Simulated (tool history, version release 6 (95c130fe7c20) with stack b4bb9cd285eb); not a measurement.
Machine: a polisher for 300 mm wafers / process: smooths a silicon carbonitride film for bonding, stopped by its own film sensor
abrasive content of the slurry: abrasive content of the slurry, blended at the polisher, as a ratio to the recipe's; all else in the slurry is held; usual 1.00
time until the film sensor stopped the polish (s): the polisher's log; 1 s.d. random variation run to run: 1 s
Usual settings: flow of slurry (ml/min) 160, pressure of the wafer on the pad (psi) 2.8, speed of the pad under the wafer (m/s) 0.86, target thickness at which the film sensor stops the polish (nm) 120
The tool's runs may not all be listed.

run	hour	flow of slurry (ml/min)	pressure of the wafer on the pad (psi)	speed of the pad under the wafer (m/s)	abrasive content of the slurry	target thickness at which the film sensor stops the polish (nm)	incoming thickness of the incoming film, nm	time until the film sensor stopped the polish (s)
1	0.0	160	2.8	0.86	1.00	120	139.4	62.2
2	7.2	160	2.8	0.86	1.00	120	138.6	58.8
3	16.2	160	2.8	0.86	1.00	120	140.8	66.7
# hour 37.8: slurry blender recalibrated
# hour 41.9: worn pad replaced by a new one
4	54.6	160	2.8	0.86	1.00	120	138.5	60.8
5	67.5	160	2.8	0.86	1.00	120	140.2	64.5
6	80.7	160	2.8	0.86	1.00	120	139.7	63.6
7	87.0	160	2.8	0.86	1.00	120	139.6	63.6
8	93.0	160	2.8	0.66	0.75	125	139.7	72.7
9	128.9	160	2.8	0.78	1.00	125	140.3	55.3
10	137.3	160	2.8	0.86	1.00	116	140.1	82.1
# hour 164.2: worn pad replaced by a new one, of another model than before
11	186.4	115	2.8	0.86	0.90	120	141.0	76.9
12	203.2	210	3.5	0.78	1.00	113	138.2	75.6
13	209.6	195	2.4	0.94	0.85	120	138.2	64.9
14	218.3	115	2.2	0.78	1.00	116	138.6	93.9
15	229.8	135	2.8	1.08	1.00	124	140.7	49.3
16	237.2	160	1.9	0.68	1.00	120	139.3	89.8
17	249.0	160	2.8	0.86	1.00	120	140.3	64.5
18	260.7	160	2.8	0.86	1.00	120	138.5	61.4
# hour 262.4: slurry nozzle cleaned
19	274.8	190	3.4	0.86	1.00	117	139.4	61.7
# hour 292.1: worn pad replaced by a new one
20	292.6	160	1.8	0.86	1.00	120	138.1	69.2
# hour 297.7: head pressure recalibrated
21	298.3	205	3.8	0.86	1.00	120	137.6	43.9
22	305.8	160	2.8	0.86	1.00	116	139.9	74.9
23	312.7	160	2.3	0.86	1.20	124	137.8	42.9
24	325.7	160	2.8	0.86	1.00	122	138.1	50.1
25	343.4	135	2.8	0.86	1.00	120	140.0	64.9
26	354.8	160	2.8	0.86	1.00	120	141.2	65.4
27	398.7	160	2.8	1.06	1.00	120	140.1	54.6
28	412.1	140	2.8	0.60	1.00	120	140.1	76.8
29	422.2	160	2.8	0.86	1.00	120	140.8	64.0

Forecast each of these 5 alternatives for the next run:
A	422.7	160	2.8	0.86	1.00	120	140.0	?
B	422.7	160	2.8	0.74	1.00	115	140.0	?
C	422.7	160	2.0	0.76	1.00	124	140.0	?
D	422.7	210	2.8	0.86	1.25	120	140.0	?
E	422.7	185	3.6	0.86	1.00	117	140.0	?

run	time until the film sensor stopped the polish (s)
A	63.1
B	86.6
C	64.6
D	55.3
E	61.9
What these runs would have given with no unlogged condition in the tool:
run	time until the film sensor stopped the polish (s)
A	62.8
B	86.2
C	64.3
D	55.1
E	61.6
